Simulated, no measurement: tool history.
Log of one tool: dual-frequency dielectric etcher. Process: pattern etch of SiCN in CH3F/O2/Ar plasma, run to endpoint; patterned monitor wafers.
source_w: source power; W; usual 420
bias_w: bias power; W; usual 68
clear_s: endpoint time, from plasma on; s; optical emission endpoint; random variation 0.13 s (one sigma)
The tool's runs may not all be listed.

run   hour  source_w  bias_w  wafers since the last listed run  hours since the last wet clean  hours since the last source power generator calibration  hours since the last bias power generator calibration  hours since the last upper electrode change  incoming incoming film thickness, nm  clear_s
  1    0.0       370      68                                 0                            13.0                                                   3825.6                                                 3929.9                                       2477.1                                  6.49     17.6
  2   15.3       370      68                               217                            28.3                                                   3840.9                                                 3945.2                                       2492.4                                  6.51     17.5
  3   31.1       370      68                               224                            44.1                                                   3856.7                                                 3961.0                                       2508.2                                  6.47     17.4
  4   44.3       420      68                               187                            57.3                                                   3869.9                                                 3974.2                                       2521.4                                  6.53     16.7
  5   71.5       390      62                               386                            84.5                                                   3897.1                                                 4001.4                                       2548.6                                  6.47     17.6
      76.2  -- source power generator calibrated
  6   85.8       390      62                               146                            98.8                                                      9.6                                                 4015.7                                       2562.9                                  6.53     17.8
  7   98.0       390      62                               173                           111.0                                                     21.8                                                 4027.9                                       2575.1                                  6.54     17.7
  8  113.9       360      68                               225                           126.9                                                     37.7                                                 4043.8                                       2591.0                                  6.57     17.8
  9  129.0       420      68                               214                           142.0                                                     52.8                                                 4058.9                                       2606.1                                  6.50     16.6
     138.4  -- bias power generator calibrated
 10  142.4       420      68                               133                           155.4                                                     66.2                                                    4.0                                       2619.5                                  6.54     16.4
 11  152.0       420      59                               136                           165.0                                                     75.8                                                   13.6                                       2629.1                                  6.46     17.2
 12  165.4       420      59                               190                           178.4                                                     89.2                                                   27.0                                       2642.5                                  6.51     17.4
 13  176.6       450      57                               158                           189.6                                                    100.4                                                   38.2                                       2653.7                                  6.51     17.1
 14  183.4       510      63                                96                           196.4                                                    107.2                                                   45.0                                       2660.5                                  6.50     15.5
 15  200.8       470      63                               246                           213.8                                                    124.6                                                   62.4                                       2677.9                                  6.56     16.0
 16  207.2       320      68                                90                           220.2                                                    131.0                                                   68.8                                       2684.3                                  6.48     18.5
 17  217.8       450      74                               150                           230.8                                                    141.6                                                   79.4                                       2694.9                                  6.55     15.4
 18  227.9       330      83                               143                           240.9                                                    151.7                                                   89.5                                       2705.0                                  6.56     17.0
 19  235.6       420      68                               109                           248.6                                                    159.4                                                   97.2                                       2712.7                                  6.47     16.2
 20  248.3       420      55                               180                           261.3                                                    172.1                                                  109.9                                       2725.4                                  6.49     17.9
     275.6  -- upper electrode replaced
     297.7  -- wet clean of the chamber
 21  298.2       360      78                                54                             0.5                                                    222.0                                                  159.8                                         22.6                                  6.48     17.0
 22  298.5       480      54                                 4                             0.8                                                    222.3                                                  160.1                                         22.9                                  6.52     17.2
 23  298.9       490      68                                 5                             1.2                                                    222.7                                                  160.5                                         23.3                                  6.51     16.0
 24  299.2       420      68                                 4                             1.5                                                    223.0                                                  160.8                                         23.6                                  6.54     16.7
 25  300.8       480      68                                22                             3.1                                                    224.6                                                  162.4                                         25.2                                  6.53     15.7
 26  318.4       380      68                               249                            20.7                                                    242.2                                                  180.0                                         42.8                                  6.54     17.4
 27  336.4       390      54                               255                            38.7                                                    260.2                                                  198.0                                         60.8                                  6.51     18.8
 28  364.8       330      83                               403                            67.1                                                    288.6                                                  226.4                                         89.2                                  6.51     17.1
 29  373.5       420      68                               123                            75.8                                                    297.3                                                  235.1                                         97.9                                  6.53     16.7
 30  383.3       490      52                               139                            85.6                                                    307.1                                                  244.9                                        107.7                                  6.45     17.0
 31  397.2       340      57                               197                            99.5                                                    321.0                                                  258.8                                        121.6                                  6.54     19.6
 32  410.1       500      78                               183                           112.4                                                    333.9                                                  271.7                                        134.5                                  6.49     14.5
 33  422.0       510      76                               168                           124.3                                                    345.8                                                  283.6                                        146.4                                  6.55     14.8
 34  431.1       420      68                               129                           133.4                                                    354.9                                                  292.7                                        155.5                                  6.55     16.7
 35  441.0       420      68                               140                           143.3                                                    364.8                                                  302.6                                        165.4                                  6.53     16.7
 36  452.0       420      80                               156                           154.3                                                    375.8                                                  313.6                                        176.4                                  6.49     15.4
 37  464.1       420      68                               171                           166.4                                                    387.9                                                  325.7                                        188.5                                  6.52     16.5

3 ways to go on from here, each from the tool as it stands after run 37. What would each give?
  A  464.5       520      68                                 5                           166.8                                                    388.3                                                  326.1                                        188.9                                  6.48        ?
  B  464.5       470      62                                 5                           166.8                                                    388.3                                                  326.1                                        188.9                                  6.48        ?
  C  464.5       510      68                                 5                           166.8                                                    388.3                                                  326.1                                        188.9                                  6.48        ?

run  clear_s
  A     15.1
  B     16.3
  C     15.3
Without the tool's hidden state the same runs would have given:
run  clear_s
  A     15.4
  B     16.6
  C     15.5
